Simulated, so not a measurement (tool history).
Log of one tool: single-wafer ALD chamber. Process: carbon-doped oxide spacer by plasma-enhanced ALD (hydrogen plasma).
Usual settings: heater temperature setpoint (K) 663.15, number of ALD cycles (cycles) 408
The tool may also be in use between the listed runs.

run    hour  heater temperature setpoint (K)  number of ALD cycles (cycles)  read-back reference wafer on the same gauge, thickness_nm  mean film thickness on the monitor wafer (angstrom)
  1     0.0                           663.15                            408                                                     23.151                                               207.79
  2    41.7                           663.15                            408                                                     23.163                                               208.91
  3   128.4                           663.15                            408                                                     23.101                                               208.89
  4   172.3                           672.15                            408                                                     23.081                                               207.27
  5   246.8                           656.15                            382                                                     23.052                                               194.44
  6   297.9                           656.15                            382                                                     23.029                                               193.60
  7   364.3                           656.15                            382                                                     22.975                                               193.91
  8   452.2                           655.15                            349                                                     22.928                                               176.61
  9   541.1                           655.15                            349                                                     22.878                                               176.29
 10   628.4                           654.15                            335                                                     22.805                                               168.82
 11   688.0                           663.15                            408                                                     22.771                                               204.88
      710.1  -- gauge calibrated
 12   750.7                           650.15                            408                                                     23.388                                               211.00
      815.6  -- thermocouple changed; heater temperature recalibrated
 13   816.1                           663.15                            445                                                     23.409                                               229.57
 14   894.0                           671.15                            332                                                     23.389                                               172.00
 15   946.1                           657.15                            467                                                     23.400                                               240.01
 16  1021.2                           652.15                            408                                                     23.402                                               209.93
 17  1067.9                           663.15                            408                                                     23.363                                               211.03
 18  1173.2                           663.15                            373                                                     23.368                                               192.00

3 ways to go on from here, each from the tool as it stands after run 18. What would each give?
  A  1174.2                           663.15                            470                                                          ?                                                    ?
  B  1174.2                           654.15                            350                                                          ?                                                    ?
  C  1174.2                           656.15                            408                                                          ?                                                    ?

run  read-back reference wafer on the same gauge, thickness_nm  mean film thickness on the monitor wafer (angstrom)
  A                                                     23.345                                               241.75
  B                                                     23.345                                               180.02
  C                                                     23.345                                               209.86
Without the tool's hidden state the same runs would have given:
run  mean film thickness on the monitor wafer (angstrom)
  A                                               241.19
  B                                               179.61
  C                                               209.38

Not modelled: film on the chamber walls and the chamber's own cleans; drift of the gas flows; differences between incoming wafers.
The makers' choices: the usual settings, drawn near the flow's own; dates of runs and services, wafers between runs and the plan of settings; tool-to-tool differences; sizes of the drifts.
